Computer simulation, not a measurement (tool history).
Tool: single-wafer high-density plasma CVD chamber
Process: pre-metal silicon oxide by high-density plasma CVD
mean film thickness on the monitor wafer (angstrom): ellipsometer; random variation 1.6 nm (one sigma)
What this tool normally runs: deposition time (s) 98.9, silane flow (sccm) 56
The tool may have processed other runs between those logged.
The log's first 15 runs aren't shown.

| run | hour | deposition time (s) | silane flow (sccm) | read-back reference wafer on the same gauge, thickness_nm | mean film thickness on the monitor wafer (angstrom) |
|---|---|---|---|---|---|
| 16 | 862.9 | 103.7 | 59 | 644.81 | 6218.47 |
| 17 | 902.1 | 103.7 | 59 | 644.871 | 6216.39 |
|  | 946.2 | silane flow controller replaced |
| 18 | 960.2 | 98.9 | 56 | 644.756 | 5544.16 |
| 19 | 1009.4 | 98.9 | 56 | 645.686 | 5515.89 |
| 20 | 1043.3 | 98.9 | 65 | 645.156 | 6122.83 |
| 21 | 1154.4 | 109.6 | 51 | 645.996 | 5817.21 |
| 22 | 1215.2 | 98.9 | 56 | 645.016 | 5528.79 |
| 23 | 1258.7 | 88.2 | 59 | 645.667 | 5134.4 |
| 24 | 1324.3 | 90.9 | 66 | 645.073 | 5707.45 |
| 25 | 1357.9 | 98.9 | 56 | 645.226 | 5539.65 |
| 26 | 1384.6 | 82.3 | 63 | 644.716 | 4965.78 |
| 27 | 1432.6 | 111.5 | 48 | 645.069 | 5729.06 |
| 28 | 1489.5 | 98.9 | 56 | 645.22 | 5545.39 |
| 29 | 1514.4 | 98.9 | 56 | 643.721 | 5542.22 |
| 30 | 1569 | 112.2 | 65 | 645.709 | 6940.75 |
| 31 | 1600.5 | 85.2 | 48 | 645.309 | 4337.84 |
| 32 | 1669.7 | 88.2 | 59 | 645.433 | 5135.41 |
| 33 | 1701.5 | 105.2 | 64 | 645.28 | 6433.85 |
| 34 | 1730.8 | 80.1 | 62 | 644.666 | 4811.42 |
| 35 | 1756.1 | 90.3 | 56 | 646.255 | 5069.81 |
| 36 | 1793.5 | 98.9 | 51 | 644.983 | 5245.19 |

What will run 37 give?
| 37 | 1819.5 | 117.3 | 64 | ? | ? |

Logged for run 37: read-back reference wafer on the same gauge, thickness_nm 645.13, mean film thickness on the monitor wafer (angstrom) 7227.44.
Minus the tool's unlogged condition, the same run would have read mean film thickness on the monitor wafer (angstrom) 7151.97.

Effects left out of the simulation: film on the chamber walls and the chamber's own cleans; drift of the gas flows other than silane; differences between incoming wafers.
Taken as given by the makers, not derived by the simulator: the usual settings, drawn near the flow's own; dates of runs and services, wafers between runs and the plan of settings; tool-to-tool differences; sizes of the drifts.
